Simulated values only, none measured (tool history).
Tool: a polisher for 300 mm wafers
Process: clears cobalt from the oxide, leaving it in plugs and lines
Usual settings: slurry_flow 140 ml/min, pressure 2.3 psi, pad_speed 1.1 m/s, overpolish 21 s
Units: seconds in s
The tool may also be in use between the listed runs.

| run | day | slurry_flow | pressure | pad_speed | overpolish | incoming thickness of the incoming film, nm | seconds |
|---|---|---|---|---|---|---|---|
| 1 | 0 | 140 | 2.3 | 1.1 | 21 | 373 | 51 |
| 2 | 1.058 | 140 | 2.3 | 1.36 | 21 | 377.7 | 43.3 |
| 3 | 2.442 | 140 | 2.3 | 1.36 | 21 | 367.8 | 41.5 |
| 4 | 2.979 | 140 | 2.3 | 1.1 | 21 | 371.6 | 52.5 |
|  | 3.7 | worn pad replaced by a new one |
| 5 | 4.4 | 140 | 2.3 | 1.1 | 21 | 367.7 | 51.8 |
| 6 | 5.046 | 140 | 2.3 | 1.1 | 21 | 370.5 | 52.5 |
| 7 | 5.833 | 140 | 2.3 | 1.1 | 21 | 377.4 | 52.5 |
| 8 | 6.983 | 140 | 2.3 | 1.1 | 21 | 372.3 | 52.9 |
|  | 7.962 | slurry nozzle cleaned |
| 9 | 8.65 | 140 | 2.3 | 1.1 | 21 | 371.7 | 46.7 |
| 10 | 9.208 | 140 | 2.3 | 1.1 | 21 | 369.1 | 45.4 |
|  | 10.175 | worn pad replaced by a new one |
| 11 | 10.196 | 140 | 2.3 | 1.1 | 21 | 369.5 | 45.7 |
| 12 | 10.762 | 140 | 2.3 | 1.1 | 21 | 377.1 | 47.2 |
| 13 | 11.683 | 160 | 2.3 | 1.1 | 21 | 370.8 | 43.5 |
| 14 | 12.242 | 180 | 2.3 | 1.24 | 21 | 374.4 | 39.7 |

Run 15 comes next. What will it give?
| 15 | 13.733 | 180 | 2.3 | 1.1 | 10 | 366.3 | ? |

seconds: 44.8 s
Without the tool's hidden state the same run would have given seconds 46.5 s.
